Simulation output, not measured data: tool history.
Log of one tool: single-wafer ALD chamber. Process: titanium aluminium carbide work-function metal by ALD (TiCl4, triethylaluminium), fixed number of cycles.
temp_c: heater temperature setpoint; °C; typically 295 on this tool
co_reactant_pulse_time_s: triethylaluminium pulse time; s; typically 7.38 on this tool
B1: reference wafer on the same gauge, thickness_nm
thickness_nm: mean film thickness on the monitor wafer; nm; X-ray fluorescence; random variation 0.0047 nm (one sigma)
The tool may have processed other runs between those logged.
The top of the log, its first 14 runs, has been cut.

{"day": 8.342, "done": "gauge calibrated"}
{"run": 15, "day": 8.504, "temp_c": 295, "co_reactant_pulse_time_s": 5.13, "B1": 1.76, "thickness_nm": 1.274}
{"run": 16, "day": 8.946, "temp_c": 295, "co_reactant_pulse_time_s": 7.38, "B1": 1.76, "thickness_nm": 1.763}
{"run": 17, "day": 9.408, "temp_c": 289, "co_reactant_pulse_time_s": 5.37, "B1": 1.759, "thickness_nm": 1.313}
{"run": 18, "day": 10.021, "temp_c": 295, "co_reactant_pulse_time_s": 7.38, "B1": 1.759, "thickness_nm": 1.772}
{"run": 19, "day": 10.304, "temp_c": 295, "co_reactant_pulse_time_s": 7.38, "B1": 1.76, "thickness_nm": 1.775}
{"run": 20, "day": 10.842, "temp_c": 295, "co_reactant_pulse_time_s": 8.98, "B1": 1.76, "thickness_nm": 1.907}
{"run": 21, "day": 11.408, "temp_c": 295, "co_reactant_pulse_time_s": 7.38, "B1": 1.76, "thickness_nm": 1.766}
{"day": 12.15, "done": "triethylaluminium bottle replaced"}
{"run": 22, "day": 12.171, "temp_c": 308, "co_reactant_pulse_time_s": 6.53, "B1": 1.759, "thickness_nm": 1.872}
{"run": 23, "day": 12.521, "temp_c": 290, "co_reactant_pulse_time_s": 5.51, "B1": 1.76, "thickness_nm": 1.5}
{"day": 13.079, "done": "thermocouple changed; heater temperature recalibrated"}
{"day": 13.112, "done": "showerhead replaced"}
{"run": 24, "day": 13.133, "temp_c": 304, "co_reactant_pulse_time_s": 6.46, "B1": 1.76, "thickness_nm": 1.831}
{"run": 25, "day": 13.592, "temp_c": 295, "co_reactant_pulse_time_s": 9.51, "B1": 1.76, "thickness_nm": 1.988}
{"run": 26, "day": 13.904, "temp_c": 281, "co_reactant_pulse_time_s": 8.32, "B1": 1.761, "thickness_nm": 1.797}
{"run": 27, "day": 14.612, "temp_c": 304, "co_reactant_pulse_time_s": 6.62, "B1": 1.76, "thickness_nm": 1.832}
{"run": 28, "day": 15.554, "temp_c": 295, "co_reactant_pulse_time_s": 7.38, "B1": 1.761, "thickness_nm": 1.863}
{"run": 29, "day": 15.808, "temp_c": 295, "co_reactant_pulse_time_s": 10.15, "B1": 1.76, "thickness_nm": 1.996}
{"run": 30, "day": 16.1, "temp_c": 300, "co_reactant_pulse_time_s": 8.76, "B1": 1.761, "thickness_nm": 2}

Run 31, settings as shown, results not yet in. Your forecast:
{"run": 31, "day": 16.521, "temp_c": 301, "co_reactant_pulse_time_s": 10.04, "B1": "?", "thickness_nm": "?"}

B1: 1.759
thickness_nm: 2.047 nm
Minus the tool's unlogged condition, the same run would have read thickness_nm 2.058 nm.
